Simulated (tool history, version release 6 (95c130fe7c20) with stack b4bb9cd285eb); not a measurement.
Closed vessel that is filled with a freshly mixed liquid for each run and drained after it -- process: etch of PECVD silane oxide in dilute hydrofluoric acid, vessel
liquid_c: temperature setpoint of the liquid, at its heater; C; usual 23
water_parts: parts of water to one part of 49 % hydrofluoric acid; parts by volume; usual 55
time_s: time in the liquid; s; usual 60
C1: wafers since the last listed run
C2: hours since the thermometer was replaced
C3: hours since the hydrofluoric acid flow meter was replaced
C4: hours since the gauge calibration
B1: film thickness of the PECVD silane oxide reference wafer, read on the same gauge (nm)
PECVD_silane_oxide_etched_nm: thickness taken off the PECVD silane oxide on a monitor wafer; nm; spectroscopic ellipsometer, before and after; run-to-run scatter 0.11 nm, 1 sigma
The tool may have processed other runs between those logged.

{"run": 1, "hour": 0.0, "liquid_c": 25, "water_parts": 55, "time_s": 60, "C1": 0, "C2": 756.2, "C3": 652.9, "C4": 448.6, "B1": 100.01, "PECVD_silane_oxide_etched_nm": 19.08}
{"run": 2, "hour": 63.8, "liquid_c": 25, "water_parts": 55, "time_s": 60, "C1": 5926, "C2": 820, "C3": 716.7, "C4": 512.4, "B1": 99.98, "PECVD_silane_oxide_etched_nm": 18.9}
{"run": 3, "hour": 116.3, "liquid_c": 25, "water_parts": 55, "time_s": 60, "C1": 4877, "C2": 872.5, "C3": 769.2, "C4": 564.9, "B1": 99.99, "PECVD_silane_oxide_etched_nm": 19.06}
{"run": 4, "hour": 173.1, "liquid_c": 19.5, "water_parts": 55, "time_s": 75, "C1": 5276, "C2": 929.3, "C3": 826, "C4": 621.7, "B1": 100.02, "PECVD_silane_oxide_etched_nm": 18.82}
{"run": 5, "hour": 221.8, "liquid_c": 20.5, "water_parts": 55, "time_s": 60, "C1": 4524, "C2": 978, "C3": 874.7, "C4": 670.4, "B1": 100.01, "PECVD_silane_oxide_etched_nm": 15.78}
{"run": 6, "hour": 249.8, "liquid_c": 25, "water_parts": 55, "time_s": 45, "C1": 2601, "C2": 1006, "C3": 902.7, "C4": 698.4, "B1": 100.01, "PECVD_silane_oxide_etched_nm": 14.03}
{"run": 7, "hour": 280.7, "liquid_c": 25, "water_parts": 55, "time_s": 45, "C1": 2870, "C2": 1036.9, "C3": 933.6, "C4": 729.3, "B1": 99.99, "PECVD_silane_oxide_etched_nm": 14.15}
{"run": 8, "hour": 314.9, "liquid_c": 23, "water_parts": 55, "time_s": 60, "C1": 3177, "C2": 1071.1, "C3": 967.8, "C4": 763.5, "B1": 100.01, "PECVD_silane_oxide_etched_nm": 17.29}
{"run": 9, "hour": 369.4, "liquid_c": 25.5, "water_parts": 55, "time_s": 45, "C1": 5062, "C2": 1125.6, "C3": 1022.3, "C4": 818, "B1": 100.02, "PECVD_silane_oxide_etched_nm": 14.24}
{"run": 10, "hour": 412.2, "liquid_c": 27, "water_parts": 55, "time_s": 60, "C1": 3976, "C2": 1168.4, "C3": 1065.1, "C4": 860.8, "B1": 100.04, "PECVD_silane_oxide_etched_nm": 20.53}
{"run": 11, "hour": 453.5, "liquid_c": 23, "water_parts": 55, "time_s": 60, "C1": 3836, "C2": 1209.7, "C3": 1106.4, "C4": 902.1, "B1": 100.05, "PECVD_silane_oxide_etched_nm": 17.36}
{"run": 12, "hour": 519.7, "liquid_c": 23, "water_parts": 55, "time_s": 60, "C1": 6149, "C2": 1275.9, "C3": 1172.6, "C4": 968.3, "B1": 99.98, "PECVD_silane_oxide_etched_nm": 17.25}
{"run": 13, "hour": 566.9, "liquid_c": 23, "water_parts": 55, "time_s": 60, "C1": 4384, "C2": 1323.1, "C3": 1219.8, "C4": 1015.5, "B1": 100.01, "PECVD_silane_oxide_etched_nm": 17.18}
{"hour": 578.7, "done": "hydrofluoric acid flow meter replaced"}
{"hour": 593.9, "done": "thermometer replaced"}
{"run": 14, "hour": 632.9, "liquid_c": 23, "water_parts": 55, "time_s": 60, "C1": 5945, "C2": 39, "C3": 54.2, "C4": 1081.5, "B1": 100, "PECVD_silane_oxide_etched_nm": 18.11}
{"hour": 674.0, "done": "gauge calibrated"}
{"run": 15, "hour": 684.5, "liquid_c": 23, "water_parts": 55, "time_s": 60, "C1": 4793, "C2": 90.6, "C3": 105.8, "C4": 10.5, "B1": 99.97, "PECVD_silane_oxide_etched_nm": 17.86}
{"run": 16, "hour": 716.6, "liquid_c": 23, "water_parts": 75, "time_s": 60, "C1": 2982, "C2": 122.7, "C3": 137.9, "C4": 42.6, "B1": 100.03, "PECVD_silane_oxide_etched_nm": 12.81}
{"run": 17, "hour": 929.6, "liquid_c": 21.5, "water_parts": 70, "time_s": 75, "C1": 19787, "C2": 335.7, "C3": 350.9, "C4": 255.6, "B1": 100.03, "PECVD_silane_oxide_etched_nm": 16.02}
{"run": 18, "hour": 953.6, "liquid_c": 23, "water_parts": 55, "time_s": 60, "C1": 2229, "C2": 359.7, "C3": 374.9, "C4": 279.6, "B1": 100, "PECVD_silane_oxide_etched_nm": 17.69}
{"run": 19, "hour": 983.1, "liquid_c": 23, "water_parts": 55, "time_s": 60, "C1": 2740, "C2": 389.2, "C3": 404.4, "C4": 309.1, "B1": 100, "PECVD_silane_oxide_etched_nm": 17.79}
{"run": 20, "hour": 1038.0, "liquid_c": 25.5, "water_parts": 75, "time_s": 95, "C1": 5100, "C2": 444.1, "C3": 459.3, "C4": 364, "B1": 100, "PECVD_silane_oxide_etched_nm": 22.25}
{"run": 21, "hour": 1095.1, "liquid_c": 18.5, "water_parts": 65, "time_s": 90, "C1": 5304, "C2": 501.2, "C3": 516.4, "C4": 421.1, "B1": 100.01, "PECVD_silane_oxide_etched_nm": 18.5}
{"run": 22, "hour": 1142.1, "liquid_c": 23, "water_parts": 55, "time_s": 95, "C1": 4366, "C2": 548.2, "C3": 563.4, "C4": 468.1, "B1": 100.03, "PECVD_silane_oxide_etched_nm": 28.28}
{"run": 23, "hour": 1180.9, "liquid_c": 23, "water_parts": 55, "time_s": 60, "C1": 3604, "C2": 587, "C3": 602.2, "C4": 506.9, "B1": 99.99, "PECVD_silane_oxide_etched_nm": 17.79}
{"run": 24, "hour": 1234.5, "liquid_c": 25, "water_parts": 55, "time_s": 60, "C1": 4979, "C2": 640.6, "C3": 655.8, "C4": 560.5, "B1": 99.99, "PECVD_silane_oxide_etched_nm": 18.97}
{"run": 25, "hour": 1265.4, "liquid_c": 26.5, "water_parts": 55, "time_s": 60, "C1": 2870, "C2": 671.5, "C3": 686.7, "C4": 591.4, "B1": 100, "PECVD_silane_oxide_etched_nm": 20.26}
{"run": 26, "hour": 1308.9, "liquid_c": 23, "water_parts": 55, "time_s": 60, "C1": 4041, "C2": 715, "C3": 730.2, "C4": 634.9, "B1": 100.02, "PECVD_silane_oxide_etched_nm": 17.39}
{"run": 27, "hour": 1376.2, "liquid_c": 21, "water_parts": 55, "time_s": 30, "C1": 6252, "C2": 782.3, "C3": 797.5, "C4": 702.2, "B1": 99.99, "PECVD_silane_oxide_etched_nm": 8.05}
{"run": 28, "hour": 1423.3, "liquid_c": 24.5, "water_parts": 55, "time_s": 45, "C1": 4375, "C2": 829.4, "C3": 844.6, "C4": 749.3, "B1": 100, "PECVD_silane_oxide_etched_nm": 13.98}
{"run": 29, "hour": 1449.1, "liquid_c": 23, "water_parts": 80, "time_s": 80, "C1": 2396, "C2": 855.2, "C3": 870.4, "C4": 775.1, "B1": 100, "PECVD_silane_oxide_etched_nm": 15.6}
{"run": 30, "hour": 1491.5, "liquid_c": 20, "water_parts": 35, "time_s": 85, "C1": 3938, "C2": 897.6, "C3": 912.8, "C4": 817.5, "B1": 99.99, "PECVD_silane_oxide_etched_nm": 35.16}
{"run": 31, "hour": 1535.5, "liquid_c": 23, "water_parts": 55, "time_s": 60, "C1": 4087, "C2": 941.6, "C3": 956.8, "C4": 861.5, "B1": 100.01, "PECVD_silane_oxide_etched_nm": 17.44}

Here are 3 independent what-if runs from the current tool condition. What would each one return?
{"run": "A", "hour": 1536.2, "liquid_c": 23, "water_parts": 55, "time_s": 60, "C1": 65, "C2": 942.3, "C3": 957.5, "C4": 862.2, "B1": "?", "PECVD_silane_oxide_etched_nm": "?"}
{"run": "B", "hour": 1536.2, "liquid_c": 27, "water_parts": 70, "time_s": 60, "C1": 65, "C2": 942.3, "C3": 957.5, "C4": 862.2, "B1": "?", "PECVD_silane_oxide_etched_nm": "?"}
{"run": "C", "hour": 1536.2, "liquid_c": 19, "water_parts": 55, "time_s": 60, "C1": 65, "C2": 942.3, "C3": 957.5, "C4": 862.2, "B1": "?", "PECVD_silane_oxide_etched_nm": "?"}

run=A B1=100.01 PECVD_silane_oxide_etched_nm=17.44
run=B B1=100.01 PECVD_silane_oxide_etched_nm=15.81
run=C B1=100.01 PECVD_silane_oxide_etched_nm=14.73
What these runs would have given with no unlogged condition in the tool:
run=A PECVD_silane_oxide_etched_nm=17.96
run=B PECVD_silane_oxide_etched_nm=16.26
run=C PECVD_silane_oxide_etched_nm=15.19

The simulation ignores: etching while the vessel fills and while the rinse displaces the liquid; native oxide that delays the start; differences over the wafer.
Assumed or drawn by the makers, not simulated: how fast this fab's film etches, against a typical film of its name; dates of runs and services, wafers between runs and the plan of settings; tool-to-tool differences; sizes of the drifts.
